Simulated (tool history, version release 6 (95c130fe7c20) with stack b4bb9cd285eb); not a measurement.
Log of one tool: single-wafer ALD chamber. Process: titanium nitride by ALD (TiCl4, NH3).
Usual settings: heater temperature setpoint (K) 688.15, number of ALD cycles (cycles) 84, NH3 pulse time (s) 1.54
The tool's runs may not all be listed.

run	hour	heater temperature setpoint (K)	number of ALD cycles (cycles)	NH3 pulse time (s)	wafers since the last listed run	hours since the last thermocouple change	hours since the showerhead was replaced	hours since the gauge calibration	read-back reference wafer on the same gauge, thickness_nm	mean film thickness on the monitor wafer (nm)
1	0.0	691.15	84	1.54	0	913.0	6183.6	480.0	1.592	1.965
2	54.7	691.15	84	1.54	169	967.7	6238.3	534.7	1.597	1.970
# hour 109.8: gauge calibrated
3	124.6	688.15	84	1.54	217	1037.6	6308.2	14.8	1.585	1.962
4	183.0	688.15	84	1.54	181	1096.0	6366.6	73.2	1.584	1.959
5	216.4	688.15	84	1.54	103	1129.4	6400.0	106.6	1.584	1.955
6	385.4	697.15	84	1.54	524	1298.4	6569.0	275.6	1.589	1.975
7	443.0	697.15	84	1.54	178	1356.0	6626.6	333.2	1.593	1.984
8	570.9	697.15	84	1.54	397	1483.9	6754.5	461.1	1.602	1.999
# hour 581.3: thermocouple changed; heater temperature recalibrated
9	600.5	688.15	84	1.54	67	19.2	6784.1	490.7	1.605	1.976
# hour 648.0: gauge calibrated
10	648.7	688.15	84	1.54	149	67.4	6832.3	0.7	1.579	1.952
11	699.9	688.15	84	1.31	158	118.6	6883.5	51.9	1.578	1.938
12	752.9	673.15	75	1.35	164	171.6	6936.5	104.9	1.580	1.726
13	803.6	688.15	84	2.00	157	222.3	6987.2	155.6	1.580	1.963
# hour 826.6: showerhead replaced
14	834.7	688.15	84	1.54	71	253.4	8.1	186.7	1.582	1.956
15	884.8	696.15	84	1.54	155	303.5	58.2	236.8	1.583	1.972
16	929.4	688.15	84	1.54	138	348.1	102.8	281.4	1.584	1.966
17	978.9	688.15	84	1.54	153	397.6	152.3	330.9	1.588	1.968
18	1036.2	695.15	72	1.93	177	454.9	209.6	388.2	1.591	1.700
19	1093.2	684.15	97	1.17	176	511.9	266.6	445.2	1.594	2.257

Some steps in mean film thickness on the monitor wafer (nm) between neighbouring runs. How much of each would the tool show without its hidden state too (settings, what came in, random variation), and how much is left for the hidden state, with any gauge scatter that isn't in both results?
The hidden state here: wafer temperature above the value expected at the setpoint (K); gauge reads high (%).
Run 9 -> 10: gauge calibrated. mean film thickness on the monitor wafer (nm) -0.024: hidden state -0.032, all else +0.008.
Run 18 -> 19: heater temperature setpoint (K) 695.15 -> 684.15, number of ALD cycles (cycles) 72 -> 97, NH3 pulse time (s) 1.93 -> 1.17. mean film thickness on the monitor wafer (nm) +0.557: hidden state +0.010, all else +0.547.
